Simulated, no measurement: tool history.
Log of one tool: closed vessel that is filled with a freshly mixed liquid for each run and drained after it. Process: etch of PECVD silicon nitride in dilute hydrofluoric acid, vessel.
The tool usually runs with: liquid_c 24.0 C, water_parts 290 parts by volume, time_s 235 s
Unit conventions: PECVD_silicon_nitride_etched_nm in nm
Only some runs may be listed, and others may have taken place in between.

| run | hour | liquid_c | water_parts | time_s | wafers since the last listed run | hours since the thermometer was replaced | hours since the hydrofluoric acid flow meter was replaced | hours since the gauge calibration | read-back film thickness of the PECVD silicon nitride reference wafer, read on the same gauge (nm) | PECVD_silicon_nitride_etched_nm |
|---|---|---|---|---|---|---|---|---|---|---|
| 1 | 0.0 | 24.0 | 290 | 235 | 0 | 1083.8 | 425.8 | 523.5 | 124.458 | 5.215 |
| 2 | 57.2 | 24.0 | 290 | 235 | 3485 | 1141.0 | 483.0 | 580.7 | 124.697 | 5.275 |
| 3 | 113.1 | 24.0 | 290 | 235 | 3405 | 1196.9 | 538.9 | 636.6 | 124.863 | 5.352 |
| 4 | 173.2 | 24.0 | 290 | 235 | 3661 | 1257.0 | 599.0 | 696.7 | 125.075 | 5.349 |
| 5 | 277.1 | 24.0 | 290 | 235 | 6330 | 1360.9 | 702.9 | 800.6 | 125.297 | 5.399 |
| 6 | 307.1 | 24.0 | 290 | 235 | 1827 | 1390.9 | 732.9 | 830.6 | 125.387 | 5.339 |
| 7 | 373.4 | 24.0 | 290 | 235 | 4039 | 1457.2 | 799.2 | 896.9 | 125.509 | 5.332 |
| 8 | 427.5 | 24.0 | 290 | 235 | 3296 | 1511.3 | 853.3 | 951.0 | 125.611 | 5.286 |
| 9 | 463.7 | 24.0 | 290 | 235 | 2205 | 1547.5 | 889.5 | 987.2 | 125.632 | 5.367 |
| 10 | 515.2 | 24.0 | 290 | 235 | 3137 | 1599.0 | 941.0 | 1038.7 | 125.727 | 5.361 |
| 11 | 559.3 | 24.0 | 290 | 345 | 2686 | 1643.1 | 985.1 | 1082.8 | 125.732 | 7.902 |
| 12 | 617.6 | 24.0 | 360 | 235 | 3552 | 1701.4 | 1043.4 | 1141.1 | 125.822 | 4.359 |
| 13 | 642.1 | 24.0 | 290 | 235 | 1492 | 1725.9 | 1067.9 | 1165.6 | 125.842 | 5.362 |
|  | 711.6 | hydrofluoric acid flow meter replaced |
| 14 | 712.2 | 20.5 | 290 | 235 | 4210 | 1796.0 | 0.6 | 1235.7 | 125.885 | 4.284 |
| 15 | 741.0 | 21.0 | 365 | 100 | 1754 | 1824.8 | 29.4 | 1264.5 | 125.906 | 1.513 |
|  | 782.4 | gauge calibrated |
| 16 | 795.4 | 27.5 | 165 | 235 | 3314 | 1879.2 | 83.8 | 13.0 | 119.642 | 11.104 |
| 17 | 863.6 | 24.0 | 290 | 235 | 4155 | 1947.4 | 152.0 | 81.2 | 120.535 | 5.193 |
| 18 | 931.4 | 28.0 | 340 | 325 | 4130 | 2015.2 | 219.8 | 149.0 | 121.316 | 7.742 |
|  | 969.0 | thermometer replaced |
| 19 | 999.0 | 24.0 | 175 | 105 | 4057 | 30.0 | 287.4 | 216.6 | 121.954 | 3.837 |
| 20 | 1060.9 | 21.5 | 365 | 370 | 3771 | 91.9 | 349.3 | 278.5 | 122.509 | 5.601 |
| 21 | 1117.8 | 26.0 | 415 | 320 | 3466 | 148.8 | 406.2 | 335.4 | 122.920 | 5.636 |
| 22 | 1173.2 | 24.0 | 290 | 235 | 3375 | 204.2 | 461.6 | 390.8 | 123.258 | 5.206 |
| 23 | 1200.0 | 24.0 | 290 | 235 | 1632 | 231.0 | 488.4 | 417.6 | 123.405 | 5.338 |
| 24 | 1243.7 | 24.0 | 290 | 235 | 2662 | 274.7 | 532.1 | 461.3 | 123.641 | 5.257 |
| 25 | 1397.0 | 27.0 | 290 | 235 | 9340 | 428.0 | 685.4 | 614.6 | 124.267 | 6.328 |
| 26 | 1440.7 | 27.5 | 290 | 235 | 2662 | 471.7 | 729.1 | 658.3 | 124.426 | 6.577 |
| 27 | 1483.0 | 21.0 | 365 | 100 | 2577 | 514.0 | 771.4 | 700.6 | 124.519 | 1.497 |

State the hidden condition of the tool at each of the runs:
liquid hotter than its thermometer reads (K): 0 in every run
hydrofluoric acid flow above the setpoint (%): 0 in every run
H1: gauge reads high (%)
| run | H1 |
|---|---|
| 1 | 3.72 |
| 2 | 3.91 |
| 3 | 4.07 |
| 4 | 4.22 |
| 5 | 4.43 |
| 6 | 4.48 |
| 7 | 4.59 |
| 8 | 4.66 |
| 9 | 4.7 |
| 10 | 4.76 |
| 11 | 4.8 |
| 12 | 4.85 |
| 13 | 4.87 |
| 14 | 4.91 |
| 15 | 4.93 |
| 16 | -0.312 |
| 17 | 0.457 |
| 18 | 1.11 |
| 19 | 1.65 |
| 20 | 2.08 |
| 21 | 2.42 |
| 22 | 2.71 |
| 23 | 2.84 |
| 24 | 3.03 |
| 25 | 3.56 |
| 26 | 3.67 |
| 27 | 3.78 |

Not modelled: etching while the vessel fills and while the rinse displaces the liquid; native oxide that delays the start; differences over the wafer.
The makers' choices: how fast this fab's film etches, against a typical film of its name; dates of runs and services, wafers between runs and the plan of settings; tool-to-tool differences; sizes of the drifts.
